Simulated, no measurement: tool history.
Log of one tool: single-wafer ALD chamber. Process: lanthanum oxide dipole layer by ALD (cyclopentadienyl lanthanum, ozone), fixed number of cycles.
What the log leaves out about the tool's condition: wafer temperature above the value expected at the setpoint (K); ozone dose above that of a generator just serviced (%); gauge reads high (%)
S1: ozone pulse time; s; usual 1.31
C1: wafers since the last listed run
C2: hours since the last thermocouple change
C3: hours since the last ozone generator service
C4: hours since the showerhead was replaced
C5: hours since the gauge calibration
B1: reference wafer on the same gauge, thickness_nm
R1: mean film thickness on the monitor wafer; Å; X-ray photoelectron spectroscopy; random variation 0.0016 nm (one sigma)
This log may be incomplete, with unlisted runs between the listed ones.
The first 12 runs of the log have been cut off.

run,hour,S1,C1,C2,C3,C4,C5,B1,R1
13,185.6,1.06,184,57.1,1967.1,8.6,12.8,0.58,4.45
14,192.7,1.31,161,64.2,1974.2,15.7,19.9,0.579,4.88
15,208.3,1.79,354,79.8,1989.8,31.3,35.5,0.58,5.44
16,217.9,0.97,218,89.4,1999.4,40.9,45.1,0.58,4.23
17,231,1.07,297,102.5,2012.5,54,58.2,0.581,4.48
18,243.2,1.31,277,114.7,2024.7,66.2,70.4,0.58,4.93
19,254,1.68,245,125.5,2035.5,77,81.2,0.58,5.34
20,261.9,0.87,179,133.4,2043.4,84.9,89.1,0.58,3.94
21,273,1.67,252,144.5,2054.5,96,100.2,0.58,5.33
# hour 289.2: ozone generator serviced
22,289.7,1.61,197,161.2,0.5,112.7,116.9,0.58,5.6
23,294.2,1.31,102,165.7,5,117.2,121.4,0.58,5.35
24,308.4,0.83,322,179.9,19.2,131.4,135.6,0.58,4.41
25,319.2,1.75,245,190.7,30,142.2,146.4,0.58,5.63
26,327,1.14,177,198.5,37.8,150,154.2,0.58,5.13
27,334.6,1.62,172,206.1,45.4,157.6,161.8,0.58,5.55
28,343.2,1.02,195,214.7,54,166.2,170.4,0.58,4.87
29,351.4,1.31,186,222.9,62.2,174.4,178.6,0.58,5.33
30,369,1.61,399,240.5,79.8,192,196.2,0.58,5.56
31,380.4,1.61,259,251.9,91.2,203.4,207.6,0.581,5.55
32,394.4,1.06,318,265.9,105.2,217.4,221.6,0.58,4.93
33,401.7,1.76,165,273.2,112.5,224.7,228.9,0.58,5.61

Predict each of these 5 candidate next runs independently; none follows another, all start after run 33:
A,402.1,1.31,9,273.6,112.9,225.1,229.3,?,?
B,402.1,1.63,9,273.6,112.9,225.1,229.3,?,?
C,402.1,1.81,9,273.6,112.9,225.1,229.3,?,?
D,402.1,1.78,9,273.6,112.9,225.1,229.3,?,?
E,402.1,1.03,9,273.6,112.9,225.1,229.3,?,?

run,B1,R1
A,0.58,5.28
B,0.58,5.54
C,0.58,5.62
D,0.58,5.61
E,0.58,4.84
With the hidden condition removed and each run's random variation left untouched, the same runs would have given:
run,R1
A,5.38
B,5.6
C,5.67
D,5.66
E,4.98
